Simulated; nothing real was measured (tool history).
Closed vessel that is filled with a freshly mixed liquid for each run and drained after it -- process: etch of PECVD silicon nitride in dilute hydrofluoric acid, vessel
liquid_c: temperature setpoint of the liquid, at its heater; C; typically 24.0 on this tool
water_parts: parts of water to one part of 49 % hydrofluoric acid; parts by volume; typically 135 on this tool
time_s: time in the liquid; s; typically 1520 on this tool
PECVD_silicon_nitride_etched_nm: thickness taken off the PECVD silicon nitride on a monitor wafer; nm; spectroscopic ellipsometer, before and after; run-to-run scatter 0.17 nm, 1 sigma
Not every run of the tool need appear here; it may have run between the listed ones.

run	hour	liquid_c	water_parts	time_s	wafers since the last listed run	hours since the thermometer was replaced	hours since the hydrofluoric acid flow meter was replaced	hours since the gauge calibration	read-back film thickness of the PECVD silicon nitride reference wafer, read on the same gauge (nm)	PECVD_silicon_nitride_etched_nm
1	0.0	24.0	100	1520	0	330.2	699.7	82.8	30.44	26.66
2	234.1	24.0	100	1520	7754	564.3	933.8	316.9	31.06	27.31
3	320.9	24.0	100	1520	2875	651.1	1020.6	403.7	31.18	27.55
# hour 331.4: hydrofluoric acid flow meter replaced
4	362.8	24.0	135	1520	1354	693.0	31.4	445.6	31.28	20.66
5	417.7	24.0	135	1520	1818	747.9	86.3	500.5	31.42	20.38
6	506.9	24.0	135	1520	2954	837.1	175.5	589.7	31.58	20.21
7	556.4	24.0	135	955	1639	886.6	225.0	639.2	31.69	12.92
8	594.7	24.0	135	1935	1268	924.9	263.3	677.5	31.76	26.37
9	660.8	24.0	135	1935	2189	991.0	329.4	743.6	31.86	26.48
10	754.2	22.0	135	1520	3093	1084.4	422.8	837.0	31.97	18.04
11	795.0	24.0	135	1520	1351	1125.2	463.6	877.8	32.05	21.20
12	900.4	24.0	200	975	3491	1230.6	569.0	983.2	32.16	8.96
13	1006.4	24.0	135	1520	3511	1336.6	675.0	1089.2	32.28	20.92
14	1110.0	22.0	135	1520	3431	1440.2	778.6	1192.8	32.37	18.62
15	1165.8	20.0	195	780	1848	1496.0	834.4	1248.6	32.44	5.83
16	1223.1	24.0	135	1520	1898	1553.3	891.7	1305.9	32.45	21.15
17	1280.9	26.5	135	1520	1914	1611.1	949.5	1363.7	32.50	24.89
# hour 1319.3: hydrofluoric acid flow meter replaced
18	1375.3	22.0	85	1520	3093	1705.5	56.0	1458.1	32.66	29.59
19	1426.2	22.0	165	1840	1686	1756.4	106.9	1509.0	32.70	18.34
# hour 1434.5: thermometer replaced
20	1466.6	24.0	135	1520	1305	32.1	147.3	1549.4	32.72	21.06
21	1507.2	24.0	135	2125	1344	72.7	187.9	1590.0	32.72	30.10
22	1587.8	24.0	160	665	2669	153.3	268.5	1670.6	32.80	7.77
23	1691.2	26.0	135	1520	3425	256.7	371.9	1774.0	32.82	24.51
24	1767.1	24.0	135	1520	2514	332.6	447.8	1849.9	32.89	21.33
25	1871.6	22.0	165	1840	3461	437.1	552.3	1954.4	32.93	18.96
26	1936.3	20.5	170	1520	2143	501.8	617.0	2019.1	32.95	13.59
27	1985.8	24.0	185	1520	1639	551.3	666.5	2068.6	33.01	15.89
28	2066.4	19.5	190	1785	2669	631.9	747.1	2149.2	33.00	13.38
29	2112.7	20.0	180	1520	1533	678.2	793.4	2195.5	32.98	12.43
30	2218.1	24.0	135	1935	3491	783.6	898.8	2300.9	33.10	27.73
31	2315.7	24.0	135	1520	3232	881.2	996.4	2398.5	33.13	21.65
32	2414.6	24.0	170	1820	3276	980.1	1095.3	2497.4	33.13	20.48

List, for all runs, the conditions of the tool that the log does not record:
liquid hotter than its thermometer reads (K): 0, the same for each run
hydrofluoric acid flow above the setpoint (%): 0, the same for each run
H1: gauge reads high (%)
run	H1
1	1.4
2	3.45
3	4.1
4	4.39
5	4.75
6	5.31
7	5.59
8	5.81
9	6.16
10	6.61
11	6.8
12	7.25
13	7.65
14	8.01
15	8.19
16	8.36
17	8.53
18	8.78
19	8.9
20	9
21	9.09
22	9.26
23	9.46
24	9.6
25	9.77
26	9.87
27	9.94
28	10
29	10.1
30	10.2
31	10.3
32	10.4
